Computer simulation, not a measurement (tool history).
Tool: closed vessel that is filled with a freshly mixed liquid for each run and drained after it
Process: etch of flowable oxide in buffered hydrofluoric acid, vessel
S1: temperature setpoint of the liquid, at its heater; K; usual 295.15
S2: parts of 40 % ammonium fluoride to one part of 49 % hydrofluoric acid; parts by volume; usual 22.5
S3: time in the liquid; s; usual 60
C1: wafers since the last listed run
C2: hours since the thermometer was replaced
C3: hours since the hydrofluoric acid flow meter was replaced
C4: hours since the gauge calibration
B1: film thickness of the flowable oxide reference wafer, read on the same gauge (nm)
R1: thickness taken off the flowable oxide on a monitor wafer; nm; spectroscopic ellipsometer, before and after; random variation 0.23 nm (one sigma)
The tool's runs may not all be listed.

run	hour	S1	S2	S3	C1	C2	C3	C4	B1	R1
1	0.0	295.15	22.5	60	0	892.3	1305.3	451.5	39.99	73.97
2	44.6	295.15	22.5	60	5420	936.9	1349.9	496.1	40.00	74.49
3	72.1	295.15	22.5	60	3342	964.4	1377.4	523.6	40.00	74.64
4	143.7	295.15	22.5	60	8702	1036.0	1449.0	595.2	39.99	74.48
5	191.2	298.65	22.5	45	5773	1083.5	1496.5	642.7	40.02	67.76
6	217.3	298.65	22.5	45	3172	1109.6	1522.6	668.8	40.01	68.32
7	274.8	297.15	22.5	60	6988	1167.1	1580.1	726.3	40.02	83.87
8	299.5	295.15	22.5	60	3002	1191.8	1604.8	751.0	40.00	74.92
9	326.3	295.15	22.5	60	3257	1218.6	1631.6	777.8	39.98	75.05
10	351.5	295.15	22.5	60	3062	1243.8	1656.8	803.0	40.01	75.12
# hour 381.7: hydrofluoric acid flow meter replaced
# hour 381.7: gauge calibrated
11	418.4	295.15	22.5	95	8009	1310.7	36.7	36.7	40.00	118.99
12	459.4	295.15	22.5	60	4983	1351.7	77.7	77.7	40.01	75.38
13	511.8	295.15	22.5	60	6368	1404.1	130.1	130.1	39.98	75.84
14	583.2	299.15	22.5	75	8677	1475.5	201.5	201.5	40.01	118.13
15	654.3	295.15	22.5	60	8641	1546.6	272.6	272.6	39.99	76.47
16	684.9	299.15	27.0	30	3719	1577.2	303.2	303.2	40.00	41.81
# hour 691.4: thermometer replaced
17	749.3	298.15	25.5	90	7705	57.9	367.6	367.6	40.00	116.84
18	778.3	295.15	22.5	60	3524	86.9	396.6	396.6	39.99	72.02
19	845.7	293.65	27.0	70	8191	154.3	464.0	464.0	40.03	68.35
20	916.1	292.65	28.5	80	8556	224.7	534.4	534.4	40.00	71.50
21	967.4	295.15	22.5	50	6234	276.0	585.7	585.7	39.98	60.71

Hidden state at the last listed run before each entry between runs and at the first one after, where it differs:
Between runs 10 and 11: hydrofluoric acid flow meter replaced (hour 381.7); gauge calibrated (hour 381.7)
  liquid hotter than its thermometer reads (K): 0.912 -> 0.959
  measured less the result without the state, R1: +3.69 -> +6.15 nm
Between runs 16 and 17: thermometer replaced (hour 691.4)
  liquid hotter than its thermometer reads (K): 1.14 -> 0.111
  measured less the result without the state, R1: +2.50 -> +0.70 nm
